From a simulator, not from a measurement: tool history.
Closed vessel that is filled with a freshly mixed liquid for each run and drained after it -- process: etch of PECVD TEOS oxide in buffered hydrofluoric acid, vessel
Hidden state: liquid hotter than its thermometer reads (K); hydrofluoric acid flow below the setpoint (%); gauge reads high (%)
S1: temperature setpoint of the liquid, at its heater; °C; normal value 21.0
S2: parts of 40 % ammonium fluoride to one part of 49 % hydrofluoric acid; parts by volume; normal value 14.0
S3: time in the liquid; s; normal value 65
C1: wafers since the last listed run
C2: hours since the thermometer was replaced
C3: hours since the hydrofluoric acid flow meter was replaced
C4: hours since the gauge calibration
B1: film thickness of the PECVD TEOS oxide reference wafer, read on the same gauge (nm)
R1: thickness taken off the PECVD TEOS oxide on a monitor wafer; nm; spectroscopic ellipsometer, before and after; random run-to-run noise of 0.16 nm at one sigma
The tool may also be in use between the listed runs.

run    hour    S1    S2   S3     C1      C2      C3     C4      B1      R1
  1     0.0  21.0  12.5   80      0  1045.7   221.6  103.4  110.00   70.76
  2    35.2  21.0  14.0   40   4825  1080.9   256.8  138.6  109.97   31.62
  3    85.4  21.0  14.0   40   6881  1131.1   307.0  188.8  110.02   31.72
  4   120.9  21.0  14.0   40   4866  1166.6   342.5  224.3  110.01   31.63
  5   154.9  21.0  14.0   65   4660  1200.6   376.5  258.3  110.00   51.43
  6   199.4  21.0  14.0   65   6100  1245.1   421.0  302.8  110.04   51.64
  7   259.5  24.0  14.0   85   8238  1305.2   481.1  362.9  110.00   79.07
  8   286.2  24.0  14.0   85   3660  1331.9   507.8  389.6  110.02   79.25
  9   330.1  21.0  14.0   65   6017  1375.8   551.7  433.5  110.00   51.22
 10   410.2  21.0  14.0   65  10980  1455.9   631.8  513.6  110.02   51.39
 11   478.8  21.0  14.0   65   9403  1524.5   700.4  582.2  109.96   51.12
      533.1  -- thermometer replaced
 12   546.4  21.0  14.0   65   9129    13.3   768.0  649.8  109.99   51.25
 13   603.0  21.0  14.0   65   7758    69.9   824.6  706.4  110.02   51.05
 14   636.1  18.5  14.0   65   4537   103.0   857.7  739.5  110.00   44.53
      658.7  -- gauge calibrated
 15   661.5  18.5  14.0   65   3481   128.4   883.1    2.8  109.97   44.27
 16   712.7  21.0  14.0   80   7018   179.6   934.3   54.0  109.97   62.35
 17   764.3  24.0  14.0   65   7073   231.2   985.9  105.6  110.00   59.99
 18   824.6  21.0  14.0  105   8265   291.5  1046.2  165.9  109.98   82.26
 19   876.0  21.0  11.5   65   7045   342.9  1097.6  217.3  110.01   61.85
 20   935.0  21.0   8.5  100   8087   401.9  1156.6  276.3  110.00  122.61
 21   965.5  21.0  14.0   65   4180   432.4  1187.1  306.8  110.01   50.84
 22  1023.3  19.5  14.0   65   7923   490.2  1244.9  364.6  109.99   46.82
 23  1053.3  25.5  14.0   65   4112   520.2  1274.9  394.6  109.99   65.12
     1054.8  -- hydrofluoric acid flow meter replaced
 24  1100.4  21.0  14.0   40   6319   567.3    45.6  441.7  110.00   31.60
 25  1147.5  21.0  14.0   65   6456   614.4    92.7  488.8  110.01   51.44
 26  1206.3  25.5  12.0   65   8060   673.2   151.5  547.6  110.01   76.84
 27  1269.9  23.5  12.0   30   8718   736.8   215.1  611.2  110.01   31.73
 28  1304.6  21.0  15.5   65   4756   771.5   249.8  645.9  110.00   46.51
 29  1363.6  21.0  14.0   65   8087   830.5   308.8  704.9  110.01   51.21
 30  1390.5  22.5  17.5   65   3687   857.4   335.7  731.8  110.01   44.84
 31  1440.3  21.0  14.0   65   6826   907.2   385.5  781.6  110.04   51.44
     1452.9  -- gauge calibrated
 32  1488.9  24.5  18.0   65   6662   955.8   434.1   36.0  110.00   48.69
 33  1548.1  17.0  14.0   65   8115  1015.0   493.3   95.2  110.00   41.07

4 options for the next run, each taken on its own from the tool as it stands now. Forecast them:
  A  1548.8  21.0  14.0  30  95  1015.7  494.0  95.9   ?   ?
  B  1548.8  24.5  16.5  65  95  1015.7  494.0  95.9   ?   ?
  C  1548.8  21.0  19.0  40  95  1015.7  494.0  95.9   ?   ?
  D  1548.8  25.5  16.0  65  95  1015.7  494.0  95.9   ?   ?

run      B1     R1
  A  110.00  23.70
  B  110.00  52.98
  C  110.00  23.39
  D  110.00  57.66
Stripped of hidden state, with their random variation kept, the same runs would have yielded:
run     R1
  A  23.85
  B  53.31
  C  23.54
  D  58.01

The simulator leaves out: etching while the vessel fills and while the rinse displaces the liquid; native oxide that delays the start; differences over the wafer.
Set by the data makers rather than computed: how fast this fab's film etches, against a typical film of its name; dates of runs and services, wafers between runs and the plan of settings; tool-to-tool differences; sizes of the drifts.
